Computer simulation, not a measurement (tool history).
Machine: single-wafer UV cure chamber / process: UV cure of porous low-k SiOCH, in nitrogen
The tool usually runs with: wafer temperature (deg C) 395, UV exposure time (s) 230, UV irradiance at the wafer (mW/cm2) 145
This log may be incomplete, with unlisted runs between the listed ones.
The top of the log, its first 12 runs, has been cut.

run	day	wafer temperature (deg C)	UV exposure time (s)	UV irradiance at the wafer (mW/cm2)	wafers since the last listed run	hours since the UV bulbs were replaced	wafers since the quartz window was cleaned	loss of film thickness in the cure (%)
13	9.621	395	230	145	81	1918.0	543	12.608
14	10.904	395	230	145	203	1948.8	747	12.399
15	11.554	395	230	145	103	1964.4	850	12.287
16	12.417	395	230	158	136	1985.1	986	13.175
# day 13.242: UV bulbs replaced
17	13.500	395	360	145	118	6.2	1105	14.411
18	14.000	385	230	145	79	18.2	1185	12.404
19	15.012	415	295	175	160	42.5	1345	15.006
20	16.392	380	275	173	218	75.6	1564	13.557
21	17.421	405	230	145	163	100.3	1727	12.607
22	18.071	411	335	117	103	115.9	1830	13.673
# day 18.996: quartz window cleaned
23	19.017	395	230	145	97	138.6	3	12.496
24	19.954	403	230	119	148	161.1	152	11.899
25	21.217	395	230	145	200	191.4	352	12.348
26	22.612	395	95	145	221	224.9	573	8.797
27	23.862	395	230	145	198	254.9	771	12.288
28	24.871	412	195	128	159	279.1	931	11.510
29	26.288	402	195	121	224	313.1	1156	11.224
30	26.946	395	325	155	104	328.9	1260	14.473
31	27.717	395	345	127	122	347.4	1382	13.596

Branching from run 31: 5 alternative next runs. What would each branch give?
A	27.738	395	230	145	3	347.9	1386	?
B	27.738	377	195	110	3	347.9	1386	?
C	27.738	395	140	112	3	347.9	1386	?
D	27.738	401	125	120	3	347.9	1386	?
E	27.738	405	285	165	3	347.9	1386	?

run	loss of film thickness in the cure (%)
A	12.683
B	10.367
C	9.329
D	9.239
E	14.479
Stripped of hidden state, with their random variation kept, the same runs would have yielded:
run	loss of film thickness in the cure (%)
A	12.683
B	10.367
C	9.329
D	9.239
E	14.479
